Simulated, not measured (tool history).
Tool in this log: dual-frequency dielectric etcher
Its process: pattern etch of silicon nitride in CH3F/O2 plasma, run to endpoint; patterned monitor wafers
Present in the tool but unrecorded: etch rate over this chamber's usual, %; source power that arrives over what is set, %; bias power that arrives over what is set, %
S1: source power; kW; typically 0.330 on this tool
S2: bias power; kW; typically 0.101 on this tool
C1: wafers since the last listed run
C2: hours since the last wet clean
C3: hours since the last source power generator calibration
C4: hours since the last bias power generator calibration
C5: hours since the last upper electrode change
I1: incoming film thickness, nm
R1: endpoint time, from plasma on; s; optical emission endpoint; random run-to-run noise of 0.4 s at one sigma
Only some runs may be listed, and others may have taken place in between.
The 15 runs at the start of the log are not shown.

run    hour     S1     S2    C1     C2      C3      C4      C5    I1     R1
     1248.8  -- upper electrode replaced
     1401.2  -- wet clean of the chamber
 16  1401.7  0.330  0.101  2174    0.5  3697.5  2987.1   152.9  76.2   85.8
     1418.7  -- bias power generator calibrated
 17  1449.8  0.330  0.101   405   48.6  3745.6    31.1   201.0  76.3   84.4
 18  1513.1  0.330  0.101   582  111.9  3808.9    94.4   264.3  75.9   84.0
     1519.9  -- source power generator calibrated
 19  1580.8  0.260  0.101   585  179.6    60.9   162.1   332.0  75.0   92.8
 20  1649.5  0.350  0.101   631  248.3   129.6   230.8   400.7  75.8   81.1
 21  1735.7  0.400  0.101   792  334.5   215.8   317.0   486.9  76.8   77.7
 22  1788.8  0.270  0.082   488  387.6   268.9   370.1   540.0  76.0  101.9
 23  1867.5  0.330  0.086   723  466.3   347.6   448.8   618.7  76.2   91.0
     1915.9  -- bias power generator calibrated, repeated, since the last time left the tool worse
 24  1961.5  0.410  0.081   827  560.3   441.6    45.6   712.7  76.3   86.8
     1991.9  -- wet clean of the chamber
 25  2029.1  0.330  0.101   400   37.2   509.2   113.2   780.3  76.3   86.6
 26  2097.3  0.330  0.101   627  105.4   577.4   181.4   848.5  75.6   86.4
 27  2197.0  0.330  0.083   916  205.1   677.1   281.1   948.2  76.2   95.7
 28  2289.1  0.290  0.116   846  297.2   769.2   373.2  1040.3  76.2   85.4
 29  2354.2  0.400  0.115   598  362.3   834.3   438.3  1105.4  75.3   73.2
 30  2404.3  0.260  0.083   460  412.4   884.4   488.4  1155.5  75.7  107.5
 31  2464.5  0.360  0.087   553  472.6   944.6   548.6  1215.7  75.9   88.5
     2521.4  -- wet clean of the chamber
 32  2558.8  0.290  0.094   646   37.4  1038.9   642.9  1310.0  76.1   95.1
 33  2603.9  0.390  0.120   414   82.5  1084.0   688.0  1355.1  76.2   72.9
 34  2663.5  0.400  0.110   547  142.1  1143.6   747.6  1414.7  76.2   76.0
 35  2726.3  0.330  0.101   577  204.9  1206.4   810.4  1477.5  76.5   86.6

Predict each of these 4 candidate next runs independently; none follows another, all start after run 35:
  A  2726.8  0.330  0.125   4  205.4  1206.9  810.9  1478.0  76.8   ?
  B  2726.8  0.400  0.089   4  205.4  1206.9  810.9  1478.0  76.8   ?
  C  2726.8  0.330  0.090   4  205.4  1206.9  810.9  1478.0  76.8   ?
  D  2726.8  0.330  0.123   4  205.4  1206.9  810.9  1478.0  76.8   ?

run    R1
  A  78.1
  B  84.2
  C  91.6
  D  78.7
Without the tool's hidden state the same runs would have given:
run    R1
  A  78.5
  B  84.6
  C  92.1
  D  79.1
